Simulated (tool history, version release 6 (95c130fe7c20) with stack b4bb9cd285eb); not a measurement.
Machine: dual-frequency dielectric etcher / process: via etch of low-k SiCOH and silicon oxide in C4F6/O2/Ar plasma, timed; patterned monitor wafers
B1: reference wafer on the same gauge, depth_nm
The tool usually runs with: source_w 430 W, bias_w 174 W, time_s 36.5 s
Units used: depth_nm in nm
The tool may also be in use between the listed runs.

{"run": 1, "hour": 0.0, "source_w": 350, "bias_w": 174, "time_s": 42.0, "B1": 109.3, "depth_nm": 100.2}
{"hour": 81.8, "done": "bias power generator calibrated"}
{"run": 2, "hour": 94.3, "source_w": 350, "bias_w": 174, "time_s": 42.0, "B1": 109.3, "depth_nm": 102.4}
{"run": 3, "hour": 176.0, "source_w": 350, "bias_w": 174, "time_s": 42.0, "B1": 109.4, "depth_nm": 102.1}
{"run": 4, "hour": 224.6, "source_w": 430, "bias_w": 174, "time_s": 36.5, "B1": 109.1, "depth_nm": 94.8}
{"run": 5, "hour": 299.1, "source_w": 430, "bias_w": 174, "time_s": 36.5, "B1": 109.1, "depth_nm": 94.0}
{"run": 6, "hour": 365.7, "source_w": 430, "bias_w": 174, "time_s": 36.5, "B1": 109.3, "depth_nm": 95.8}
{"run": 7, "hour": 426.4, "source_w": 400, "bias_w": 201, "time_s": 36.5, "B1": 109.3, "depth_nm": 100.0}
{"run": 8, "hour": 467.2, "source_w": 430, "bias_w": 151, "time_s": 36.5, "B1": 109.2, "depth_nm": 90.4}
{"hour": 510.2, "done": "wet clean of the chamber"}
{"run": 9, "hour": 553.2, "source_w": 370, "bias_w": 133, "time_s": 47.0, "B1": 109.3, "depth_nm": 101.9}
{"hour": 672.8, "done": "upper electrode replaced"}
{"run": 10, "hour": 673.3, "source_w": 390, "bias_w": 174, "time_s": 36.5, "B1": 109.3, "depth_nm": 91.3}
{"run": 11, "hour": 697.7, "source_w": 350, "bias_w": 174, "time_s": 42.0, "B1": 109.3, "depth_nm": 101.5}
{"hour": 724.1, "done": "source power generator calibrated"}
{"run": 12, "hour": 865.7, "source_w": 520, "bias_w": 139, "time_s": 39.5, "B1": 109.3, "depth_nm": 98.4}
{"run": 13, "hour": 925.7, "source_w": 520, "bias_w": 174, "time_s": 28.0, "B1": 109.1, "depth_nm": 76.1}
{"run": 14, "hour": 1009.7, "source_w": 480, "bias_w": 153, "time_s": 28.0, "B1": 109.1, "depth_nm": 71.5}
{"hour": 1123.0, "done": "wet clean of the chamber"}
{"run": 15, "hour": 1123.5, "source_w": 470, "bias_w": 186, "time_s": 46.0, "B1": 109.2, "depth_nm": 122.7}
{"run": 16, "hour": 1177.5, "source_w": 430, "bias_w": 174, "time_s": 29.5, "B1": 109.2, "depth_nm": 75.0}
{"run": 17, "hour": 1256.7, "source_w": 530, "bias_w": 208, "time_s": 29.5, "B1": 109.2, "depth_nm": 86.4}
{"run": 18, "hour": 1319.1, "source_w": 430, "bias_w": 174, "time_s": 36.5, "B1": 109.2, "depth_nm": 94.2}
{"hour": 1331.2, "done": "gauge calibrated"}
{"run": 19, "hour": 1426.6, "source_w": 430, "bias_w": 174, "time_s": 36.5, "B1": 109.2, "depth_nm": 94.3}
{"run": 20, "hour": 1526.7, "source_w": 520, "bias_w": 157, "time_s": 44.0, "B1": 109.2, "depth_nm": 114.5}
{"hour": 1629.4, "done": "wet clean of the chamber"}
{"run": 21, "hour": 1629.9, "source_w": 380, "bias_w": 174, "time_s": 36.5, "B1": 109.2, "depth_nm": 88.0}
{"run": 22, "hour": 1695.8, "source_w": 490, "bias_w": 174, "time_s": 36.5, "B1": 109.1, "depth_nm": 93.9}
{"run": 23, "hour": 1752.5, "source_w": 350, "bias_w": 192, "time_s": 47.0, "B1": 109.2, "depth_nm": 116.8}
{"run": 24, "hour": 1797.4, "source_w": 490, "bias_w": 196, "time_s": 36.5, "B1": 109.2, "depth_nm": 101.4}
{"run": 25, "hour": 1867.2, "source_w": 430, "bias_w": 151, "time_s": 36.5, "B1": 109.1, "depth_nm": 87.7}
{"run": 26, "hour": 1959.5, "source_w": 430, "bias_w": 174, "time_s": 36.5, "B1": 109.2, "depth_nm": 94.2}
{"run": 27, "hour": 2002.7, "source_w": 520, "bias_w": 174, "time_s": 36.5, "B1": 109.2, "depth_nm": 99.3}
{"run": 28, "hour": 2052.7, "source_w": 540, "bias_w": 189, "time_s": 45.5, "B1": 109.3, "depth_nm": 129.9}

Forecast each of these 5 alternatives for the next run:
{"run": "A", "hour": 2053.1, "source_w": 430, "bias_w": 174, "time_s": 28.5, "B1": "?", "depth_nm": "?"}
{"run": "B", "hour": 2053.1, "source_w": 430, "bias_w": 191, "time_s": 42.5, "B1": "?", "depth_nm": "?"}
{"run": "C", "hour": 2053.1, "source_w": 430, "bias_w": 174, "time_s": 45.0, "B1": "?", "depth_nm": "?"}
{"run": "D", "hour": 2053.1, "source_w": 510, "bias_w": 158, "time_s": 36.5, "B1": "?", "depth_nm": "?"}
{"run": "E", "hour": 2053.1, "source_w": 430, "bias_w": 212, "time_s": 36.5, "B1": "?", "depth_nm": "?"}

run=A B1=109.2 depth_nm=74.1
run=B B1=109.2 depth_nm=114.8
run=C B1=109.2 depth_nm=117.1
run=D B1=109.2 depth_nm=95.6
run=E B1=109.2 depth_nm=102.8
Take away the tool's hidden state, keep each run's random variation, and the runs would have read:
run=A depth_nm=71.8
run=B depth_nm=111.1
run=C depth_nm=113.3
run=D depth_nm=92.6
run=E depth_nm=99.5

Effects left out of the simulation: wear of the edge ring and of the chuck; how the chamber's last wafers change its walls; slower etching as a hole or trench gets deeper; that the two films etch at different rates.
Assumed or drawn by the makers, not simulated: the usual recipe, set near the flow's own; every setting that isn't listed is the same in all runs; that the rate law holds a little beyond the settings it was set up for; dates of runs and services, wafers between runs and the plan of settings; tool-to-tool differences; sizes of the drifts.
